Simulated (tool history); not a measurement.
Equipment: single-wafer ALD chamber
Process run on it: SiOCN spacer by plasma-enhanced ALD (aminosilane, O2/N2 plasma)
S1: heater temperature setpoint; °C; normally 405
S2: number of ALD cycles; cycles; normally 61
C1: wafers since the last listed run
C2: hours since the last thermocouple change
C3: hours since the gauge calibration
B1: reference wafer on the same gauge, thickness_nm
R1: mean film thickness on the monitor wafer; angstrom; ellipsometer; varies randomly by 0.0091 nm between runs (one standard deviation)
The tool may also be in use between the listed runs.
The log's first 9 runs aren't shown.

run,hour,S1,S2,C1,C2,C3,B1,R1
10,194.7,399,61,149,1535.1,165.4,4.361,36.86
11,222.5,399,61,152,1562.9,193.2,4.360,36.86
12,252.0,411,61,162,1592.4,222.7,4.360,36.30
13,284.1,405,68,176,1624.5,254.8,4.357,41.25
14,318.0,405,68,186,1658.4,288.7,4.360,41.21
15,336.4,405,68,101,1676.8,307.1,4.364,41.18
16,364.7,405,65,155,1705.1,335.4,4.364,39.41
17,397.5,405,65,180,1737.9,368.2,4.355,39.36
18,427.8,405,64,166,1768.2,398.5,4.356,38.80
# hour 448.1: thermocouple changed; heater temperature recalibrated
19,506.7,405,61,389,58.6,477.4,4.358,36.40
20,519.8,405,61,71,71.7,490.5,4.358,36.19
21,549.1,405,61,160,101.0,519.8,4.362,36.37
22,564.9,405,61,86,116.8,535.6,4.356,36.38
23,585.8,405,61,114,137.7,556.5,4.354,36.40
24,610.6,413,50,136,162.5,581.3,4.354,29.19
25,623.2,413,57,69,175.1,593.9,4.362,33.34
26,637.6,413,50,79,189.5,608.3,4.363,29.26
27,669.9,405,71,177,221.8,640.6,4.366,42.40
28,694.7,411,56,136,246.6,665.4,4.362,33.11
29,706.7,405,61,65,258.6,677.4,4.362,36.46
30,739.1,405,61,177,291.0,709.8,4.363,36.48
31,769.2,411,52,165,321.1,739.9,4.356,30.69
32,788.3,411,65,104,340.2,759.0,4.366,38.51
33,811.5,397,72,127,363.4,782.2,4.358,43.77

What will run 34 give?
34,837.2,414,66,141,389.1,807.9,?,?

{"run 34": {"B1": 4.364, "R1": 38.64}}
Minus the tool's unlogged condition, the same run would have read R1 38.37 angstrom.

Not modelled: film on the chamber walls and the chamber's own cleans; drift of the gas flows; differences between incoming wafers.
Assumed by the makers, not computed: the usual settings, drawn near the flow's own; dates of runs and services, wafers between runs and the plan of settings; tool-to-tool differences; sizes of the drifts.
